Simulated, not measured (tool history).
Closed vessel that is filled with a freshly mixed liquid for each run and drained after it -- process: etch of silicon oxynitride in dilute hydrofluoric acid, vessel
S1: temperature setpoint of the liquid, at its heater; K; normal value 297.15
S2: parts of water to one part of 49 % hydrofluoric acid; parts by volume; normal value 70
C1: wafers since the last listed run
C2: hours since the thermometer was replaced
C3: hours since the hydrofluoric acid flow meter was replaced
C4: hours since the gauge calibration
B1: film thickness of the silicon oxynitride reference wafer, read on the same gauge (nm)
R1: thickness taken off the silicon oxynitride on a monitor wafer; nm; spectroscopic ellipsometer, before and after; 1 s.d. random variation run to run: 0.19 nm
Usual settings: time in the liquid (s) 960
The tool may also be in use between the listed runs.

run 1 hour=0 | S1=297.15 S2=70 time_in_the_liquid_(s)=960 | C1=0 C2=826.5 C3=1038.7 C4=295.1 | B1=150.01 | R1=19.44
run 2 hour=207.7 | S1=297.15 S2=70 time_in_the_liquid_(s)=960 | C1=13118 C2=1034.2 C3=1246.4 C4=502.8 | B1=150 | R1=19.04
run 3 hour=261.1 | S1=297.15 S2=70 time_in_the_liquid_(s)=1310 | C1=3372 C2=1087.6 C3=1299.8 C4=556.2 | B1=150 | R1=26.12
run 4 hour=301.6 | S1=294.15 S2=95 time_in_the_liquid_(s)=960 | C1=2558 C2=1128.1 C3=1340.3 C4=596.7 | B1=150 | R1=11.87
run 5 hour=411.8 | S1=294.15 S2=95 time_in_the_liquid_(s)=960 | C1=6960 C2=1238.3 C3=1450.5 C4=706.9 | B1=150.01 | R1=11.84
run 6 hour=443.8 | S1=297.15 S2=60 time_in_the_liquid_(s)=960 | C1=2021 C2=1270.3 C3=1482.5 C4=738.9 | B1=150 | R1=21.81
run 7 hour=482 | S1=297.15 S2=60 time_in_the_liquid_(s)=960 | C1=2412 C2=1308.5 C3=1520.7 C4=777.1 | B1=150 | R1=22.32
run 8 hour=510.6 | S1=297.15 S2=60 time_in_the_liquid_(s)=960 | C1=1806 C2=1337.1 C3=1549.3 C4=805.7 | B1=150 | R1=22.67
run 9 hour=700.8 | S1=297.15 S2=70 time_in_the_liquid_(s)=960 | C1=12013 C2=1527.3 C3=1739.5 C4=995.9 | B1=150 | R1=18.48
run 10 hour=763 | S1=297.15 S2=70 time_in_the_liquid_(s)=960 | C1=3928 C2=1589.5 C3=1801.7 C4=1058.1 | B1=149.99 | R1=18.79
run 11 hour=803.3 | S1=297.15 S2=70 time_in_the_liquid_(s)=960 | C1=2545 C2=1629.8 C3=1842 C4=1098.4 | B1=150.01 | R1=18.6
-- hour=887.3 hydrofluoric acid flow meter replaced
run 12 hour=916 | S1=297.15 S2=70 time_in_the_liquid_(s)=960 | C1=7055 C2=1742.5 C3=28.7 C4=1211.1 | B1=149.99 | R1=17.62
run 13 hour=963.5 | S1=297.15 S2=70 time_in_the_liquid_(s)=1295 | C1=3000 C2=1790 C3=76.2 C4=1258.6 | B1=149.98 | R1=24.08
run 14 hour=1019.2 | S1=293.65 S2=70 time_in_the_liquid_(s)=440 | C1=3518 C2=1845.7 C3=131.9 C4=1314.3 | B1=149.99 | R1=6.81
run 15 hour=1089.4 | S1=297.15 S2=70 time_in_the_liquid_(s)=1345 | C1=4433 C2=1915.9 C3=202.1 C4=1384.5 | B1=150.01 | R1=25.2
run 16 hour=1126.7 | S1=297.15 S2=70 time_in_the_liquid_(s)=540 | C1=2355 C2=1953.2 C3=239.4 C4=1421.8 | B1=149.99 | R1=10
run 17 hour=1169.8 | S1=297.15 S2=70 time_in_the_liquid_(s)=960 | C1=2722 C2=1996.3 C3=282.5 C4=1464.9 | B1=150.01 | R1=17.4
run 18 hour=1212.3 | S1=294.15 S2=90 time_in_the_liquid_(s)=1510 | C1=2684 C2=2038.8 C3=325 C4=1507.4 | B1=149.99 | R1=18.4
run 19 hour=1254.8 | S1=299.65 S2=55 time_in_the_liquid_(s)=960 | C1=2684 C2=2081.3 C3=367.5 C4=1549.9 | B1=149.98 | R1=25.26
run 20 hour=1318.9 | S1=293.15 S2=70 time_in_the_liquid_(s)=440 | C1=4048 C2=2145.4 C3=431.6 C4=1614 | B1=150.01 | R1=6.55
run 21 hour=1381.9 | S1=297.15 S2=70 time_in_the_liquid_(s)=960 | C1=3979 C2=2208.4 C3=494.6 C4=1677 | B1=149.99 | R1=17.47
-- hour=1420 hydrofluoric acid flow meter replaced, repeated, since the last time left the tool worse
run 22 hour=1425.3 | S1=297.15 S2=55 time_in_the_liquid_(s)=960 | C1=2678 C2=2251.8 C3=5.3 C4=1720.4 | B1=149.99 | R1=25.66
run 23 hour=1547.8 | S1=293.65 S2=105 time_in_the_liquid_(s)=660 | C1=7737 C2=2374.3 C3=127.8 C4=1842.9 | B1=149.99 | R1=7.5
-- hour=1585.2 thermometer replaced
run 24 hour=1604.1 | S1=292.65 S2=60 time_in_the_liquid_(s)=1335 | C1=3492 C2=18.9 C3=184.1 C4=1899.2 | B1=149.99 | R1=26.19
-- hour=1642.5 gauge calibrated
run 25 hour=1659.1 | S1=297.15 S2=70 time_in_the_liquid_(s)=960 | C1=3473 C2=73.9 C3=239.1 C4=16.6 | B1=150 | R1=19.65
run 26 hour=1702.2 | S1=293.65 S2=70 time_in_the_liquid_(s)=440 | C1=2722 C2=117 C3=282.2 C4=59.7 | B1=150 | R1=7.61
run 27 hour=1903.5 | S1=297.15 S2=70 time_in_the_liquid_(s)=960 | C1=12714 C2=318.3 C3=483.5 C4=261 | B1=150.01 | R1=19.39
run 28 hour=1974 | S1=301.65 S2=95 time_in_the_liquid_(s)=960 | C1=4452 C2=388.8 C3=554 C4=331.5 | B1=150.01 | R1=17.28
run 29 hour=2022 | S1=299.15 S2=40 time_in_the_liquid_(s)=1295 | C1=3031 C2=436.8 C3=602 C4=379.5 | B1=150.01 | R1=52.1
run 30 hour=2068.3 | S1=295.15 S2=100 time_in_the_liquid_(s)=1265 | C1=2924 C2=483.1 C3=648.3 C4=425.8 | B1=149.99 | R1=16.01
run 31 hour=2132.5 | S1=297.15 S2=70 time_in_the_liquid_(s)=960 | C1=4054 C2=547.3 C3=712.5 C4=490 | B1=150.01 | R1=19.25
run 32 hour=2181.8 | S1=297.15 S2=80 time_in_the_liquid_(s)=1345 | C1=3113 C2=596.6 C3=761.8 C4=539.3 | B1=149.99 | R1=23.49

Alternative continuations, all from the tool just after run 32; predict every row:
run A hour=2182.7 | S1=297.15 S2=70 time_in_the_liquid_(s)=960 | C1=56 C2=597.5 C3=762.7 C4=540.2 | B1=? | R1=?
run B hour=2182.7 | S1=297.15 S2=90 time_in_the_liquid_(s)=960 | C1=56 C2=597.5 C3=762.7 C4=540.2 | B1=? | R1=?
run C hour=2182.7 | S1=292.15 S2=80 time_in_the_liquid_(s)=655 | C1=56 C2=597.5 C3=762.7 C4=540.2 | B1=? | R1=?
run D hour=2182.7 | S1=297.15 S2=60 time_in_the_liquid_(s)=1460 | C1=56 C2=597.5 C3=762.7 C4=540.2 | B1=? | R1=?
run E hour=2182.7 | S1=298.65 S2=90 time_in_the_liquid_(s)=670 | C1=56 C2=597.5 C3=762.7 C4=540.2 | B1=? | R1=?

run=A B1=149.98 R1=19.51
run=B B1=149.98 R1=14.91
run=C B1=149.98 R1=9.05
run=D B1=149.98 R1=34.92
run=E B1=149.98 R1=11.17
The same runs, with their run-to-run variation unchanged, on a tool lacking any hidden condition would have given:
run=A R1=20.05
run=B R1=15.33
run=C R1=9.3
run=D R1=35.87
run=E R1=11.49
